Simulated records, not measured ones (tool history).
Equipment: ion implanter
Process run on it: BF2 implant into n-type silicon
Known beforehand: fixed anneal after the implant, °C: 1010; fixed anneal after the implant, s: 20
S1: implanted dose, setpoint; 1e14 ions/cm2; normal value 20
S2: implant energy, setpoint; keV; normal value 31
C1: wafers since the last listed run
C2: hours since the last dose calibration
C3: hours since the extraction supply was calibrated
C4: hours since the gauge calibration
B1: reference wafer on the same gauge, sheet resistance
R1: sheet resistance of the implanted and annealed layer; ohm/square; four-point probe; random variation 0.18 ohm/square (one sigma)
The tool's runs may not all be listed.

| run | hour | S1 | S2 | C1 | C2 | C3 | C4 | B1 | R1 |
|---|---|---|---|---|---|---|---|---|---|
| 1 | 0 | 15.89 | 31 | 0 | 509.6 | 5312.7 | 161.3 | 118 | 124.83 |
| 2 | 12.9 | 20 | 31 | 372 | 522.5 | 5325.6 | 174.2 | 118.02 | 121.36 |
| 3 | 21.2 | 20 | 31 | 239 | 530.8 | 5333.9 | 182.5 | 117.99 | 121.38 |
| 4 | 34.8 | 20 | 31 | 392 | 544.4 | 5347.5 | 196.1 | 117.94 | 121.01 |
| 5 | 47.6 | 20 | 31 | 369 | 557.2 | 5360.3 | 208.9 | 117.96 | 121.33 |
| 6 | 59.9 | 20 | 31 | 354 | 569.5 | 5372.6 | 221.2 | 118.01 | 121.35 |
| 7 | 76.3 | 20 | 31 | 473 | 585.9 | 5389 | 237.6 | 118.02 | 121.21 |
| 8 | 83.2 | 20 | 31 | 199 | 592.8 | 5395.9 | 244.5 | 118 | 121.07 |
| 9 | 100.3 | 20 | 38.5 | 493 | 609.9 | 5413 | 261.6 | 117.99 | 109.4 |
| 10 | 116.6 | 20 | 38.5 | 470 | 626.2 | 5429.3 | 277.9 | 117.97 | 109.22 |
| 11 | 126.7 | 20 | 31 | 291 | 636.3 | 5439.4 | 288 | 117.97 | 121.15 |
| 12 | 137.3 | 20 | 31 | 305 | 646.9 | 5450 | 298.6 | 118 | 121.41 |
|  | 157.1 | extraction supply calibrated |
| 13 | 157.6 | 21.42 | 22.5 | 354 | 667.2 | 0.5 | 318.9 | 117.99 | 139.69 |
|  | 167.6 | gauge calibrated |
| 14 | 194.4 | 20 | 31 | 1061 | 704 | 37.3 | 26.8 | 118.01 | 120.95 |
| 15 | 203 | 20 | 31 | 248 | 712.6 | 45.9 | 35.4 | 117.99 | 121.09 |
|  | 241.6 | Faraday cup replaced and dose calibrated |
| 16 | 245.8 | 22.52 | 38.5 | 1004 | 4.2 | 88.7 | 78.2 | 118.01 | 107.68 |
| 17 | 257.9 | 21.83 | 22 | 349 | 16.3 | 100.8 | 90.3 | 118 | 141.33 |
| 18 | 267.1 | 20 | 38 | 265 | 25.5 | 110 | 99.5 | 118.06 | 109.38 |
| 19 | 278.9 | 23.13 | 27.5 | 340 | 37.3 | 121.8 | 111.3 | 117.93 | 126.92 |
| 20 | 291.8 | 20 | 36.5 | 372 | 50.2 | 134.7 | 124.2 | 118.02 | 111.93 |
| 21 | 300.4 | 20 | 31 | 248 | 58.8 | 143.3 | 132.8 | 117.95 | 121.39 |
| 22 | 316.1 | 23.21 | 20.5 | 453 | 74.5 | 159 | 148.5 | 117.99 | 144.87 |
| 23 | 332.7 | 22.89 | 28 | 478 | 91.1 | 175.6 | 165.1 | 118.03 | 126.2 |
| 24 | 343.9 | 24.03 | 41 | 323 | 102.3 | 186.8 | 176.3 | 117.99 | 103.7 |
| 25 | 358.1 | 20 | 38.5 | 409 | 116.5 | 201 | 190.5 | 118.02 | 109 |
| 26 | 371 | 20 | 39.5 | 372 | 129.4 | 213.9 | 203.4 | 118 | 107.75 |
| 27 | 383.6 | 24.26 | 38 | 363 | 142 | 226.5 | 216 | 118.03 | 108.04 |
| 28 | 400.4 | 20 | 31 | 484 | 158.8 | 243.3 | 232.8 | 117.98 | 121.4 |
| 29 | 434.7 | 22.79 | 21.5 | 989 | 193.1 | 277.6 | 267.1 | 117.99 | 142.36 |

Across each entry between runs, compare the hidden state at the last listed run before it with the hidden state at the first listed run after it:
Between runs 12 and 13: extraction supply calibrated (hour 157.1)
  both runs share identical hidden conditions
Between runs 13 and 14: gauge calibrated (hour 167.6)
  both runs share identical hidden conditions
Between runs 15 and 16: Faraday cup replaced and dose calibrated (hour 241.6)
  both runs share identical hidden conditions
